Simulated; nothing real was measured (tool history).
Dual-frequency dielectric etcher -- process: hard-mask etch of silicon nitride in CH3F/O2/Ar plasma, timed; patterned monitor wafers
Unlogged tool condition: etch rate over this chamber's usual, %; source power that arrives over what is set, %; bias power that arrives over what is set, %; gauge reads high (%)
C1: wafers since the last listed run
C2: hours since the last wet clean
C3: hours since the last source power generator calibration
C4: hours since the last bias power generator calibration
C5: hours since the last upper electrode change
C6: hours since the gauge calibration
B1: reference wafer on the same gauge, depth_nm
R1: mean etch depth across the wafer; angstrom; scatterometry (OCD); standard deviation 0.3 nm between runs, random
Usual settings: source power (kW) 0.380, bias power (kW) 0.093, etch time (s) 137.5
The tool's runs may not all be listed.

{"run": 1, "hour": 0.0, "source power (kW)": 0.38, "bias power (kW)": 0.093, "etch time (s)": 137.5, "C1": 0, "C2": 280.3, "C3": 1716.5, "C4": 3365.1, "C5": 3680.1, "C6": 921.0, "B1": 97.0, "R1": 1077}
{"run": 2, "hour": 22.2, "source power (kW)": 0.38, "bias power (kW)": 0.093, "etch time (s)": 137.5, "C1": 245, "C2": 302.5, "C3": 1738.7, "C4": 3387.3, "C5": 3702.3, "C6": 943.2, "B1": 97.0, "R1": 1075}
{"run": 3, "hour": 46.9, "source power (kW)": 0.38, "bias power (kW)": 0.093, "etch time (s)": 113.5, "C1": 273, "C2": 327.2, "C3": 1763.4, "C4": 3412.0, "C5": 3727.0, "C6": 967.9, "B1": 97.1, "R1": 890}
{"run": 4, "hour": 72.6, "source power (kW)": 0.38, "bias power (kW)": 0.093, "etch time (s)": 113.5, "C1": 284, "C2": 352.9, "C3": 1789.1, "C4": 3437.7, "C5": 3752.7, "C6": 993.6, "B1": 97.0, "R1": 887}
{"run": 5, "hour": 93.6, "source power (kW)": 0.38, "bias power (kW)": 0.093, "etch time (s)": 113.5, "C1": 232, "C2": 373.9, "C3": 1810.1, "C4": 3458.7, "C5": 3773.7, "C6": 1014.6, "B1": 96.9, "R1": 890}
{"run": 6, "hour": 113.7, "source power (kW)": 0.44, "bias power (kW)": 0.093, "etch time (s)": 137.5, "C1": 222, "C2": 394.0, "C3": 1830.2, "C4": 3478.8, "C5": 3793.8, "C6": 1034.7, "B1": 96.9, "R1": 1164}
{"hour": 123.2, "done": "gauge calibrated"}
{"hour": 142.0, "done": "upper electrode replaced"}
{"hour": 148.9, "done": "wet clean of the chamber"}
{"run": 7, "hour": 149.4, "source power (kW)": 0.44, "bias power (kW)": 0.093, "etch time (s)": 137.5, "C1": 52, "C2": 0.5, "C3": 1865.9, "C4": 3514.5, "C5": 7.4, "C6": 26.2, "B1": 97.0, "R1": 1168}
{"run": 8, "hour": 154.3, "source power (kW)": 0.45, "bias power (kW)": 0.093, "etch time (s)": 160.5, "C1": 54, "C2": 5.4, "C3": 1870.8, "C4": 3519.4, "C5": 12.3, "C6": 31.1, "B1": 97.0, "R1": 1382}
{"run": 9, "hour": 185.0, "source power (kW)": 0.46, "bias power (kW)": 0.084, "etch time (s)": 97.0, "C1": 339, "C2": 36.1, "C3": 1901.5, "C4": 3550.1, "C5": 43.0, "C6": 61.8, "B1": 97.0, "R1": 809}
{"run": 10, "hour": 216.7, "source power (kW)": 0.38, "bias power (kW)": 0.093, "etch time (s)": 137.5, "C1": 350, "C2": 67.8, "C3": 1933.2, "C4": 3581.8, "C5": 74.7, "C6": 93.5, "B1": 97.0, "R1": 1069}
{"run": 11, "hour": 240.8, "source power (kW)": 0.33, "bias power (kW)": 0.093, "etch time (s)": 137.5, "C1": 266, "C2": 91.9, "C3": 1957.3, "C4": 3605.9, "C5": 98.8, "C6": 117.6, "B1": 97.1, "R1": 983}
{"run": 12, "hour": 271.3, "source power (kW)": 0.41, "bias power (kW)": 0.084, "etch time (s)": 137.5, "C1": 337, "C2": 122.4, "C3": 1987.8, "C4": 3636.4, "C5": 129.3, "C6": 148.1, "B1": 96.9, "R1": 1077}
{"run": 13, "hour": 302.7, "source power (kW)": 0.38, "bias power (kW)": 0.085, "etch time (s)": 137.5, "C1": 347, "C2": 153.8, "C3": 2019.2, "C4": 3667.8, "C5": 160.7, "C6": 179.5, "B1": 96.9, "R1": 1031}
{"hour": 306.8, "done": "source power generator calibrated"}
{"hour": 308.4, "done": "bias power generator calibrated"}
{"run": 14, "hour": 325.0, "source power (kW)": 0.41, "bias power (kW)": 0.093, "etch time (s)": 137.5, "C1": 183, "C2": 176.1, "C3": 18.2, "C4": 16.6, "C5": 183.0, "C6": 201.8, "B1": 97.0, "R1": 1125}
{"run": 15, "hour": 357.5, "source power (kW)": 0.38, "bias power (kW)": 0.093, "etch time (s)": 137.5, "C1": 359, "C2": 208.6, "C3": 50.7, "C4": 49.1, "C5": 215.5, "C6": 234.3, "B1": 97.0, "R1": 1074}
{"run": 16, "hour": 390.2, "source power (kW)": 0.41, "bias power (kW)": 0.115, "etch time (s)": 169.5, "C1": 361, "C2": 241.3, "C3": 83.4, "C4": 81.8, "C5": 248.2, "C6": 267.0, "B1": 97.0, "R1": 1514}

What will run 17 give?
{"run": 17, "hour": 409.1, "source power (kW)": 0.33, "bias power (kW)": 0.077, "etch time (s)": 164.5, "C1": 208, "C2": 260.2, "C3": 102.3, "C4": 100.7, "C5": 267.1, "C6": 285.9, "B1": "?", "R1": "?"}

B1: 97.0
R1: 1090 angstrom
The same run, on a tool lacking any hidden state, would have yielded R1 1090 angstrom.
